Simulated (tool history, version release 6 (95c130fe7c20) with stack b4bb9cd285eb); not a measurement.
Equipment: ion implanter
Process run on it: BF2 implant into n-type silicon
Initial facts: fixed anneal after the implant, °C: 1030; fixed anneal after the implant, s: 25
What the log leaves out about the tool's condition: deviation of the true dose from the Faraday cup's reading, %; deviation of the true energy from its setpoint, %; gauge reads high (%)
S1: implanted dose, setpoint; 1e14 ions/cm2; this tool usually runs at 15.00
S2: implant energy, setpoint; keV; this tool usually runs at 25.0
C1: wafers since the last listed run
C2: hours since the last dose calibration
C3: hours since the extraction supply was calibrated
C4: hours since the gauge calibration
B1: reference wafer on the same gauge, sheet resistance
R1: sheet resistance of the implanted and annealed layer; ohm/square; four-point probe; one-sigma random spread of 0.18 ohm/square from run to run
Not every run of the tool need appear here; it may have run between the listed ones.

Run 1, day 0.000: usual settings but S2 22.0 keV; C1 0; C2 1973.9; C3 4629.9; C4 135.8; B1 128.70. Result: R1 122.34 ohm/square.
Run 2, day 0.608: usual settings but S2 22.0 keV; C1 192; C2 1988.5; C3 4644.5; C4 150.4; B1 128.73. Result: R1 122.65 ohm/square.
Run 3, day 0.929: usual settings but S2 31.5 keV; C1 101; C2 1996.2; C3 4652.2; C4 158.1; B1 128.75. Result: R1 108.29 ohm/square.
Run 4, day 1.188: usual settings but S2 31.5 keV; C1 81; C2 2002.4; C3 4658.4; C4 164.3; B1 128.75. Result: R1 108.29 ohm/square.
Run 5, day 1.779: usual settings; C1 187; C2 2016.6; C3 4672.6; C4 178.5; B1 128.73. Result: R1 117.61 ohm/square.
Run 6, day 2.175: usual settings; C1 125; C2 2026.1; C3 4682.1; C4 188.0; B1 128.83. Result: R1 117.31 ohm/square.
Run 7, day 2.525: usual settings; C1 110; C2 2034.5; C3 4690.5; C4 196.4; B1 128.81. Result: R1 117.33 ohm/square.
At day 2.888: Faraday cup replaced and dose calibrated.
Run 8, day 3.025: usual settings; C1 52; C2 3.3; C3 4702.5; C4 208.4; B1 128.83. Result: R1 117.47 ohm/square.
Run 9, day 3.538: usual settings; C1 162; C2 15.6; C3 4714.8; C4 220.7; B1 128.83. Result: R1 117.64 ohm/square.
Run 10, day 4.004: usual settings but S1 17.43 1e14 ions/cm2, S2 19.5 keV; C1 147; C2 26.8; C3 4726.0; C4 231.9; B1 128.89. Result: R1 123.87 ohm/square.
Run 11, day 4.304: usual settings but S1 17.43 1e14 ions/cm2, S2 19.5 keV; C1 95; C2 34.0; C3 4733.2; C4 239.1; B1 128.85. Result: R1 123.57 ohm/square.
Run 12, day 4.642: usual settings but S2 23.0 keV; C1 106; C2 42.1; C3 4741.3; C4 247.2; B1 128.86. Result: R1 121.15 ohm/square.
Run 13, day 5.275: usual settings but S2 23.0 keV; C1 200; C2 57.3; C3 4756.5; C4 262.4; B1 128.90. Result: R1 120.95 ohm/square.
Run 14, day 5.588: usual settings but S2 23.0 keV; C1 98; C2 64.8; C3 4764.0; C4 269.9; B1 128.93. Result: R1 120.88 ohm/square.
Run 15, day 6.283: usual settings but S2 30.5 keV; C1 220; C2 81.5; C3 4780.7; C4 286.6; B1 128.96. Result: R1 109.53 ohm/square.
Run 16, day 6.842: usual settings but S2 30.5 keV; C1 176; C2 94.9; C3 4794.1; C4 300.0; B1 128.92. Result: R1 109.95 ohm/square.
Run 17, day 8.333: usual settings; C1 472; C2 130.7; C3 4829.9; C4 335.8; B1 128.92. Result: R1 117.44 ohm/square.
Run 18, day 8.629: usual settings but S2 19.5 keV; C1 93; C2 137.8; C3 4837.0; C4 342.9; B1 128.98. Result: R1 127.97 ohm/square.

Run 19, settings as shown, results not yet in. Your forecast:
Run 19, day 9.188: usual settings but S1 12.57 1e14 ions/cm2, S2 27.5 keV; C1 176; C2 151.2; C3 4850.4; C4 356.3; B1 ?. Result: R1 ?.

{"run 19": {"B1": 128.99, "R1": 121.18}}
Without the tool's hidden state the same run would have given R1 120.27 ohm/square.
